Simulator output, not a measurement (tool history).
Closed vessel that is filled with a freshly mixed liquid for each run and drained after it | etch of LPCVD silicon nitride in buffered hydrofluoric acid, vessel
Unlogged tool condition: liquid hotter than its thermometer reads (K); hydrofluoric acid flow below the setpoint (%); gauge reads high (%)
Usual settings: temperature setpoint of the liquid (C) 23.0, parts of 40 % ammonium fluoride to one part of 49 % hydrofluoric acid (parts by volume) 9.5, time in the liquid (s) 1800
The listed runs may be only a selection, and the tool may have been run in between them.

run    hour  temperature setpoint of the liquid (C)  parts of 40 % ammonium fluoride to one part of 49 % hydrofluoric acid (parts by volume)  time in the liquid (s)  wafers since the last listed run  hours since the thermometer was replaced  hours since the hydrofluoric acid flow meter was replaced  hours since the gauge calibration  read-back film thickness of the LPCVD silicon nitride reference wafer, read on the same gauge (nm)  thickness taken off the LPCVD silicon nitride on a monitor wafer (nm)
  1     0.0                                    23.0                                                                                      9.5                    2575                                 0                                     325.0                                                     1025.4                             1083.9                                                                                              130.00                                                                  28.27
  2    27.2                                    23.0                                                                                      9.5                    2575                               934                                     352.2                                                     1052.6                             1111.1                                                                                              130.00                                                                  28.34
  3    61.6                                    23.0                                                                                      9.5                    1800                              1181                                     386.6                                                     1087.0                             1145.5                                                                                              129.99                                                                  19.71
  4   112.9                                    23.0                                                                                      9.5                    1800                              1762                                     437.9                                                     1138.3                             1196.8                                                                                              130.00                                                                  19.77
  5   173.0                                    23.0                                                                                      9.5                    1800                              2064                                     498.0                                                     1198.4                             1256.9                                                                                              129.99                                                                  19.70
  6   211.4                                    21.0                                                                                      9.5                    1800                              1319                                     536.4                                                     1236.8                             1295.3                                                                                              130.01                                                                  17.76
  7   275.2                                    21.0                                                                                      9.5                    1800                              2191                                     600.2                                                     1300.6                             1359.1                                                                                              129.99                                                                  17.84
  8   343.8                                    21.0                                                                                      9.5                    1800                              2356                                     668.8                                                     1369.2                             1427.7                                                                                              130.01                                                                  17.75
  9   401.6                                    23.0                                                                                      9.5                    1800                              1985                                     726.6                                                     1427.0                             1485.5                                                                                              129.99                                                                  19.83
 10   465.0                                    20.0                                                                                     11.5                     920                              2178                                     790.0                                                     1490.4                             1548.9                                                                                              130.01                                                                   7.14
      493.8  -- hydrofluoric acid flow meter replaced
 11   510.5                                    23.0                                                                                      9.5                    1800                              1528                                     835.5                                                       16.7                             1594.4                                                                                              129.99                                                                  20.40
 12   546.4                                    21.0                                                                                      8.0                     760                              1233                                     871.4                                                       52.6                             1630.3                                                                                              129.99                                                                   9.07
 13   595.9                                    23.0                                                                                     13.5                    2285                              1700                                     920.9                                                      102.1                             1679.8                                                                                              129.99                                                                  18.69
 14   654.8                                    23.0                                                                                      8.0                    2630                              2023                                     979.8                                                      161.0                             1738.7                                                                                              130.01                                                                  35.12
 15   699.8                                    23.0                                                                                      9.5                    1450                              1546                                    1024.8                                                      206.0                             1783.7                                                                                              130.01                                                                  16.45
 16   754.2                                    23.0                                                                                      9.5                    1800                              1868                                    1079.2                                                      260.4                             1838.1                                                                                              130.01                                                                  20.59
 17   820.2                                    23.0                                                                                      9.5                    1800                              2267                                    1145.2                                                      326.4                             1904.1                                                                                              130.01                                                                  20.47
 18   884.8                                    25.5                                                                                      9.5                    1800                              2219                                    1209.8                                                      391.0                             1968.7                                                                                              130.00                                                                  23.64
      923.6  -- thermometer replaced
 19   938.9                                    23.0                                                                                      9.5                    1800                              1824                                      15.3                                                      445.1                             2022.8                                                                                              130.00                                                                  19.89
 20  1001.8                                    26.5                                                                                     12.5                    2560                              2160                                      78.2                                                      508.0                             2085.7                                                                                              130.01                                                                  26.60
     1009.9  -- gauge calibrated
 21  1063.5                                    23.0                                                                                      9.5                    1800                              2119                                     139.9                                                      569.7                               53.6                                                                                              130.02                                                                  19.95
 22  1131.8                                    23.0                                                                                      9.5                    1800                              2346                                     208.2                                                      638.0                              121.9                                                                                              130.02                                                                  19.80
 23  1161.1                                    23.0                                                                                      9.5                    1370                              1006                                     237.5                                                      667.3                              151.2                                                                                              130.01                                                                  15.10
 24  1222.3                                    23.0                                                                                      8.0                    1000                              2102                                     298.7                                                      728.5                              212.4                                                                                              130.01                                                                  12.85
 25  1268.0                                    23.0                                                                                      9.5                    1370                              1570                                     344.4                                                      774.2                              258.1                                                                                              129.97                                                                  15.10
 26  1379.7                                    21.5                                                                                     12.0                    1470                              3837                                     456.1                                                      885.9                              369.8                                                                                              130.01                                                                  11.98
 27  1447.9                                    20.5                                                                                      6.5                    1230                              2343                                     524.3                                                      954.1                              438.0                                                                                              129.99                                                                  17.02
 28  1503.9                                    25.0                                                                                     11.0                    1465                              1923                                     580.3                                                     1010.1                              494.0                                                                                              130.01                                                                  15.83
 29  1571.4                                    20.0                                                                                     11.5                     920                              2319                                     647.8                                                     1077.6                              561.5                                                                                              130.01                                                                   7.21
 30  1622.4                                    23.0                                                                                      8.0                    1800                              1752                                     698.8                                                     1128.6                              612.5                                                                                              130.01                                                                  23.18
 31  1682.1                                    27.5                                                                                     11.0                    1800                              2051                                     758.5                                                     1188.3                              672.2                                                                                              130.01                                                                  22.21
 32  1730.3                                    23.0                                                                                      7.0                    1280                              1655                                     806.7                                                     1236.5                              720.4                                                                                              129.99                                                                  18.94
 33  1790.7                                    20.5                                                                                     13.0                    1115                              2075                                     867.1                                                     1296.9                              780.8                                                                                              129.98                                                                   7.94

Here are 3 independent what-if runs from the current tool condition. What would each one return?
  A  1791.9                                    23.0                                                                                      9.5                    2355                                41                                     868.3                                                     1298.1                              782.0                                                                                                   ?                                                                      ?
  B  1791.9                                    23.0                                                                                     11.5                     935                                41                                     868.3                                                     1298.1                              782.0                                                                                                   ?                                                                      ?
  C  1791.9                                    23.0                                                                                      9.5                     875                                41                                     868.3                                                     1298.1                              782.0                                                                                                   ?                                                                      ?

run  read-back film thickness of the LPCVD silicon nitride reference wafer, read on the same gauge (nm)  thickness taken off the LPCVD silicon nitride on a monitor wafer (nm)
  A                                                                                              130.03                                                                  26.28
  B                                                                                              130.03                                                                   8.69
  C                                                                                              130.03                                                                   9.76
With the hidden condition removed and each run's random variation left untouched, the same runs would have given:
run  thickness taken off the LPCVD silicon nitride on a monitor wafer (nm)
  A                                                                  26.18
  B                                                                   8.78
  C                                                                   9.73
